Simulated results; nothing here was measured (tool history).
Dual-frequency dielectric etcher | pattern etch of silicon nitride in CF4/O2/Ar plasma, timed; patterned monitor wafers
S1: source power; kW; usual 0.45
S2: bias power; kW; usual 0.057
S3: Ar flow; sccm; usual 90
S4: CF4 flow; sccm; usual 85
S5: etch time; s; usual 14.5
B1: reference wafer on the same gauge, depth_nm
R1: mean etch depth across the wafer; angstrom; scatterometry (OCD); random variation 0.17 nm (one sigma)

run,hour,S1,S2,S3,S4,S5,B1,R1
1,0,0.45,0.057,90,85,14.5,24.18,277.6
# hour 16.4: bias power generator calibrated
2,61.1,0.45,0.057,90,85,14.5,24.23,279
# hour 140.2: wet clean of the chamber
3,140.7,0.45,0.057,90,85,14.5,24.12,278.8
# hour 151.1: CF4 flow controller replaced
# hour 163.3: Ar flow controller replaced
4,163.8,0.45,0.057,90,85,14.5,24.21,278.3
5,212.6,0.41,0.057,90,66,14.5,24.23,250.9
6,281.2,0.45,0.057,103,85,12,24.2,226.6
7,313.9,0.41,0.057,90,85,12,24.2,214.5
8,373.9,0.45,0.057,90,73,14.5,24.27,272.4
9,435.6,0.53,0.065,68,85,14.5,24.2,356.7
10,481.5,0.45,0.057,90,73,14.5,24.2,270.7
11,533.7,0.55,0.053,98,85,18.5,24.24,394.8
12,590.5,0.53,0.057,90,85,14.5,24.12,316.4
# hour 659.4: wet clean of the chamber
# hour 661.3: upper electrode replaced
13,661.8,0.45,0.057,90,85,14.5,24.12,277.9
# hour 704.7: source power generator calibrated
14,726,0.45,0.057,90,85,17,24.2,329.5
15,781.1,0.45,0.049,90,80,14.5,24.23,253.6
16,805.2,0.45,0.057,73,85,17.5,24.19,348.5
17,855.9,0.45,0.057,90,66,14.5,24.18,271.7
18,911.1,0.54,0.062,90,105,14.5,24.17,351.8
19,952.6,0.45,0.057,97,70,14.5,24.24,271.7
20,1013.8,0.45,0.057,90,66,14.5,24.2,272.1
21,1068.9,0.45,0.057,90,70,10,24.17,189.1

The tool's hidden state at each run:
etch rate over this chamber's usual, %: 0 in every run
source power that arrives over what is set, %: 0 in every run
bias power that arrives over what is set, %: 0 in every run
Ar flow that arrives over what is set, %: 0 in every run
CF4 flow that arrives over what is set, %: 0 in every run
gauge reads high (%): 0 in every run

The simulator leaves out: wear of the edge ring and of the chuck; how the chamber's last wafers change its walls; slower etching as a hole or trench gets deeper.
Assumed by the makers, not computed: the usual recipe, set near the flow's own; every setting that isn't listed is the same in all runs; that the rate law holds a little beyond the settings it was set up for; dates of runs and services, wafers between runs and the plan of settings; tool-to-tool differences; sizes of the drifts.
